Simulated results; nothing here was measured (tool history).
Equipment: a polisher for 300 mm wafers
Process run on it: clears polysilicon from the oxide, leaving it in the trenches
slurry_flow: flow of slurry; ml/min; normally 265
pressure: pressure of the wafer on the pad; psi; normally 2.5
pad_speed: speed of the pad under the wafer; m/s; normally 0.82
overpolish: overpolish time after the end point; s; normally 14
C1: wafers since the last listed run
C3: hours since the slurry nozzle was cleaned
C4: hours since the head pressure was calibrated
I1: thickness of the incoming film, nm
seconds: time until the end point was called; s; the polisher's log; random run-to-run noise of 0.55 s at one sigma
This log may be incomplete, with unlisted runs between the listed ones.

run 1 hour=0.0 | slurry_flow=265 pressure=3.1 pad_speed=0.76 overpolish=14 | C1=0 wafers_polished_on_this_pad=815 C3=374.7 C4=314.5 | I1=390.0 | seconds=35.8
-- hour=16.5 slurry nozzle cleaned
run 2 hour=17.0 | slurry_flow=265 pressure=2.1 pad_speed=0.82 overpolish=14 | C1=185 wafers_polished_on_this_pad=1000 C3=0.5 C4=331.5 | I1=383.6 | seconds=48.5
run 3 hour=61.4 | slurry_flow=265 pressure=2.1 pad_speed=0.82 overpolish=14 | C1=514 wafers_polished_on_this_pad=1514 C3=44.9 C4=375.9 | I1=389.7 | seconds=50.1
-- hour=66.2 worn pad replaced by a new one
run 4 hour=80.7 | slurry_flow=265 pressure=2.1 pad_speed=0.82 overpolish=14 | C1=177 wafers_polished_on_this_pad=167 C3=64.2 C4=395.2 | I1=393.4 | seconds=49.7
run 5 hour=115.4 | slurry_flow=265 pressure=2.5 pad_speed=0.82 overpolish=14 | C1=401 wafers_polished_on_this_pad=569 C3=98.9 C4=429.9 | I1=390.4 | seconds=42.5
run 6 hour=149.0 | slurry_flow=265 pressure=2.5 pad_speed=0.82 overpolish=14 | C1=389 wafers_polished_on_this_pad=958 C3=132.5 C4=463.5 | I1=383.9 | seconds=43.2
run 7 hour=170.3 | slurry_flow=265 pressure=2.5 pad_speed=0.82 overpolish=14 | C1=246 wafers_polished_on_this_pad=1205 C3=153.8 C4=484.8 | I1=392.3 | seconds=42.3
-- hour=193.1 worn pad replaced by a new one
run 8 hour=195.8 | slurry_flow=265 pressure=2.5 pad_speed=0.82 overpolish=14 | C1=248 wafers_polished_on_this_pad=30 C3=179.3 C4=510.3 | I1=390.1 | seconds=43.1
run 9 hour=224.2 | slurry_flow=265 pressure=2.5 pad_speed=0.82 overpolish=14 | C1=328 wafers_polished_on_this_pad=359 C3=207.7 C4=538.7 | I1=396.6 | seconds=44.4
run 10 hour=258.7 | slurry_flow=265 pressure=2.5 pad_speed=0.82 overpolish=14 | C1=399 wafers_polished_on_this_pad=759 C3=242.2 C4=573.2 | I1=391.4 | seconds=42.4

What will run 11 give?
run 11 hour=293.3 | slurry_flow=265 pressure=2.1 pad_speed=0.96 overpolish=14 | C1=400 wafers_polished_on_this_pad=1159 C3=276.8 C4=607.8 | I1=391.1 | seconds=?

seconds: 44.1 s
Minus the tool's unlogged condition, the same run would have read seconds 41.2 s.
